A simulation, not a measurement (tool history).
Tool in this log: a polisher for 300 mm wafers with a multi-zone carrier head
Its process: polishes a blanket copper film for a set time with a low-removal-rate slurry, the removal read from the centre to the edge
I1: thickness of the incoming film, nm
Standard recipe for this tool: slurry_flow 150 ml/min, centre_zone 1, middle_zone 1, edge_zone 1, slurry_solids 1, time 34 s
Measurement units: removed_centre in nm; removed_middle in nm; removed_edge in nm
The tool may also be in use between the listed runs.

{"run": 1, "hour": 0.0, "slurry_flow": 150, "centre_zone": 0.94, "middle_zone": 1, "edge_zone": 1, "slurry_solids": 1, "time": 34, "I1": 1513.3, "removed_centre": 52.4, "removed_middle": 55.3, "removed_edge": 59.1}
{"run": 2, "hour": 65.8, "slurry_flow": 150, "centre_zone": 0.94, "middle_zone": 1, "edge_zone": 1, "slurry_solids": 1, "time": 34, "I1": 1477.6, "removed_centre": 52.8, "removed_middle": 55.6, "removed_edge": 59.2}
{"run": 3, "hour": 88.4, "slurry_flow": 150, "centre_zone": 0.94, "middle_zone": 1, "edge_zone": 1, "slurry_solids": 1, "time": 34, "I1": 1490.6, "removed_centre": 52.8, "removed_middle": 56.2, "removed_edge": 57.2}
{"hour": 92.0, "done": "slurry nozzle cleaned"}
{"run": 4, "hour": 102.3, "slurry_flow": 150, "centre_zone": 1, "middle_zone": 1, "edge_zone": 1, "slurry_solids": 1, "time": 34, "I1": 1495.4, "removed_centre": 60.7, "removed_middle": 60.9, "removed_edge": 59.8}
{"hour": 125.7, "done": "worn pad replaced by a new one"}
{"run": 5, "hour": 129.5, "slurry_flow": 150, "centre_zone": 1, "middle_zone": 1, "edge_zone": 1, "slurry_solids": 1, "time": 34, "I1": 1482.3, "removed_centre": 60.8, "removed_middle": 61.2, "removed_edge": 62.3}
{"hour": 151.6, "done": "centre zone pressure recalibrated"}
{"run": 6, "hour": 157.3, "slurry_flow": 150, "centre_zone": 1, "middle_zone": 1, "edge_zone": 1, "slurry_solids": 1, "time": 34, "I1": 1460.6, "removed_centre": 59.7, "removed_middle": 59.7, "removed_edge": 61.1}
{"hour": 227.0, "done": "carrier head's membrane replaced by a new one"}
{"run": 7, "hour": 233.7, "slurry_flow": 150, "centre_zone": 1, "middle_zone": 1, "edge_zone": 1, "slurry_solids": 0.8, "time": 34, "I1": 1508.2, "removed_centre": 56.9, "removed_middle": 57.6, "removed_edge": 58.9}
{"run": 8, "hour": 251.3, "slurry_flow": 150, "centre_zone": 1, "middle_zone": 1, "edge_zone": 1, "slurry_solids": 0.8, "time": 34, "I1": 1487.6, "removed_centre": 57.2, "removed_middle": 57.1, "removed_edge": 58.7}
{"run": 9, "hour": 273.9, "slurry_flow": 150, "centre_zone": 0.92, "middle_zone": 0.9, "edge_zone": 1.07, "slurry_solids": 1, "time": 34, "I1": 1502.7, "removed_centre": 53.4, "removed_middle": 52.2, "removed_edge": 62.4}
{"run": 10, "hour": 301.7, "slurry_flow": 150, "centre_zone": 1.1, "middle_zone": 1, "edge_zone": 1, "slurry_solids": 1, "time": 34, "I1": 1483.4, "removed_centre": 63.3, "removed_middle": 58.4, "removed_edge": 59}
{"hour": 309.4, "done": "worn pad replaced by a new one"}
{"run": 11, "hour": 323.3, "slurry_flow": 100, "centre_zone": 1, "middle_zone": 0.91, "edge_zone": 1, "slurry_solids": 1.1, "time": 25, "I1": 1493.7, "removed_centre": 36.9, "removed_middle": 34.9, "removed_edge": 40.2}
{"run": 12, "hour": 346.8, "slurry_flow": 150, "centre_zone": 1.06, "middle_zone": 1, "edge_zone": 1, "slurry_solids": 0.85, "time": 34, "I1": 1491.8, "removed_centre": 59, "removed_middle": 56.9, "removed_edge": 58.1}
{"run": 13, "hour": 369.4, "slurry_flow": 195, "centre_zone": 1, "middle_zone": 1, "edge_zone": 1.12, "slurry_solids": 1, "time": 34, "I1": 1480, "removed_centre": 61.9, "removed_middle": 60.7, "removed_edge": 66}
{"hour": 396.0, "done": "edge zone pressure recalibrated"}
{"run": 14, "hour": 465.1, "slurry_flow": 190, "centre_zone": 0.94, "middle_zone": 1, "edge_zone": 0.92, "slurry_solids": 0.75, "time": 34, "I1": 1497.6, "removed_centre": 55.3, "removed_middle": 58.8, "removed_edge": 57.6}
{"hour": 487.2, "done": "worn pad replaced by a new one"}
{"run": 15, "hour": 487.7, "slurry_flow": 190, "centre_zone": 0.94, "middle_zone": 1, "edge_zone": 0.92, "slurry_solids": 0.75, "time": 34, "I1": 1515.5, "removed_centre": 54.6, "removed_middle": 59.2, "removed_edge": 56.8}
{"run": 16, "hour": 521.3, "slurry_flow": 150, "centre_zone": 0.95, "middle_zone": 1.05, "edge_zone": 1, "slurry_solids": 1, "time": 45, "I1": 1505.1, "removed_centre": 72.4, "removed_middle": 78.9, "removed_edge": 78.8}
{"run": 17, "hour": 549.0, "slurry_flow": 150, "centre_zone": 1.1, "middle_zone": 1, "edge_zone": 1, "slurry_solids": 1, "time": 44, "I1": 1492.3, "removed_centre": 81.1, "removed_middle": 76.2, "removed_edge": 76.2}
{"run": 18, "hour": 561.4, "slurry_flow": 150, "centre_zone": 1, "middle_zone": 1, "edge_zone": 1, "slurry_solids": 1, "time": 34, "I1": 1488, "removed_centre": 57.1, "removed_middle": 57.9, "removed_edge": 59}
{"hour": 586.5, "done": "slurry nozzle cleaned"}
{"run": 19, "hour": 594.7, "slurry_flow": 150, "centre_zone": 1, "middle_zone": 1, "edge_zone": 1, "slurry_solids": 1, "time": 34, "I1": 1492.4, "removed_centre": 61.2, "removed_middle": 60.2, "removed_edge": 62.2}
{"run": 20, "hour": 606.8, "slurry_flow": 150, "centre_zone": 1, "middle_zone": 1, "edge_zone": 1, "slurry_solids": 0.75, "time": 34, "I1": 1464.9, "removed_centre": 58.3, "removed_middle": 56.6, "removed_edge": 60.5}
{"run": 21, "hour": 625.6, "slurry_flow": 150, "centre_zone": 1, "middle_zone": 1, "edge_zone": 1, "slurry_solids": 1, "time": 34, "I1": 1468.9, "removed_centre": 60.4, "removed_middle": 61.1, "removed_edge": 62.5}

Each row is a separate what-if for the run after 21, all from the same tool condition, not one after another. Results?
{"run": "A", "hour": 626.0, "slurry_flow": 150, "centre_zone": 1, "middle_zone": 1, "edge_zone": 1, "slurry_solids": 1, "time": 34, "I1": 1483, "removed_centre": "?", "removed_middle": "?", "removed_edge": "?"}
{"run": "B", "hour": 626.0, "slurry_flow": 150, "centre_zone": 0.93, "middle_zone": 0.97, "edge_zone": 1, "slurry_solids": 1, "time": 34, "I1": 1483, "removed_centre": "?", "removed_middle": "?", "removed_edge": "?"}
{"run": "C", "hour": 626.0, "slurry_flow": 150, "centre_zone": 0.9, "middle_zone": 0.88, "edge_zone": 0.89, "slurry_solids": 0.75, "time": 34, "I1": 1483, "removed_centre": "?", "removed_middle": "?", "removed_edge": "?"}
{"run": "D", "hour": 626.0, "slurry_flow": 150, "centre_zone": 1.07, "middle_zone": 0.96, "edge_zone": 1, "slurry_solids": 1, "time": 34, "I1": 1483, "removed_centre": "?", "removed_middle": "?", "removed_edge": "?"}

run=A removed_centre=60 removed_middle=60.4 removed_edge=60
run=B removed_centre=55.8 removed_middle=58.9 removed_edge=60
run=C removed_centre=51.6 removed_middle=52 removed_edge=54.4
run=D removed_centre=64.2 removed_middle=58.4 removed_edge=60
Had the tool no hidden state, the same runs would have come out as:
run=A removed_centre=60.7 removed_middle=61 removed_edge=60.4
run=B removed_centre=56.4 removed_middle=59.5 removed_edge=60.4
run=C removed_centre=52.2 removed_middle=52.5 removed_edge=54.8
run=D removed_centre=64.9 removed_middle=58.9 removed_edge=60.4
